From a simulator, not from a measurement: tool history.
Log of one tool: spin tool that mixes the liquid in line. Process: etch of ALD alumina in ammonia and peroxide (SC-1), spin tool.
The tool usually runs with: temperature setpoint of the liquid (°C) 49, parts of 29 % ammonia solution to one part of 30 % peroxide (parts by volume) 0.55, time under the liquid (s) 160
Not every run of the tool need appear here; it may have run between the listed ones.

run	day	temperature setpoint of the liquid (°C)	parts of 29 % ammonia solution to one part of 30 % peroxide (parts by volume)	time under the liquid (s)	wafers since the last listed run	hours since the thermometer was replaced	hours since the ammonia flow meter was replaced	hours since the heated supply line was repaired	hours since the drum of ammonia solution was connected	hours since the gauge calibration	read-back film thickness of the ALD alumina reference wafer, read on the same gauge (nm)	thickness taken off the ALD alumina on a monitor wafer (Å)
1	0	49	0.55	195	0	1334.2	1877.7	1767.5	222.3	124.5	130.01	94.7
2	0.533	49	0.55	195	123	1347	1890.5	1780.3	235.1	137.3	130	94.4
3	0.883	49	0.55	195	81	1355.4	1898.9	1788.7	243.5	145.7	129.98	94.7
4	1.567	41.5	0.55	160	158	1371.8	1915.3	1805.1	259.9	162.1	130.01	50.6
5	1.946	49	0.7	160	88	1380.9	1924.4	1814.2	269	171.2	130.01	79.5
6	2.588	49	0.55	160	149	1396.3	1939.8	1829.6	284.4	186.6	130.01	77.6
# day 4.288: new drum of ammonia solution connected
# day 4.542: thermometer replaced
7	4.675	49	0.55	160	465	3.2	1989.9	1879.7	9.3	236.7	130.03	78
8	5.308	49	0.55	160	147	18.4	2005.1	1894.9	24.5	251.9	129.99	78.3
9	5.692	49	0.55	160	89	27.6	2014.3	1904.1	33.7	261.1	130.03	77.7
# day 6.4: heated supply line repaired
10	6.421	49	0.55	160	159	45.1	2031.8	0.5	51.2	278.6	130	77.6
# day 6.642: gauge calibrated
11	7.008	49	0.55	80	136	59.2	2045.9	14.6	65.3	8.8	129.99	38.7
12	7.667	49	0.55	160	152	75	2061.7	30.4	81.1	24.6	129.99	77.8
13	8.396	42	0.75	80	169	92.5	2079.2	47.9	98.6	42.1	130.03	26.9
14	9.025	54.5	0.8	185	146	107.6	2094.3	63	113.7	57.2	130.06	125.6
15	9.338	49	0.55	160	72	115.1	2101.8	70.5	121.2	64.7	129.95	77.7
# day 9.633: ammonia flow meter replaced
16	9.875	54	0.55	160	115	128	5.8	83.4	134.1	77.6	130.01	101.5
17	10.617	49	0.25	160	172	145.8	23.6	101.2	151.9	95.4	129.97	72.2
18	11.362	55	0.55	160	173	163.7	41.5	119.1	169.8	113.3	130.05	108.2
19	11.621	49	0.55	160	60	169.9	47.7	125.3	176	119.5	130.03	77.7
20	12.179	49	0.55	240	129	183.3	61.1	138.7	189.4	132.9	130.03	116.2
21	12.871	43	0.85	110	160	199.9	77.7	155.3	206	149.5	130.06	39.9
22	13.183	49	0.55	95	72	207.4	85.2	162.8	213.5	157	130.01	45.9
23	13.575	44.5	0.7	125	91	216.8	94.6	172.2	222.9	166.4	130	48.2
24	14.088	49	0.7	250	119	229.1	106.9	184.5	235.2	178.7	129.98	123.9

Give the tool's hidden conditions for every run:
liquid colder than its thermometer reads (K): 0 across all the runs
ammonia flow above the setpoint (%): 0 across all the runs
temperature lost on the way to the wafer (K): 0 across all the runs
ammonia solution weaker than its label (%): 0 across all the runs
gauge reads high (%): 0 across all the runs
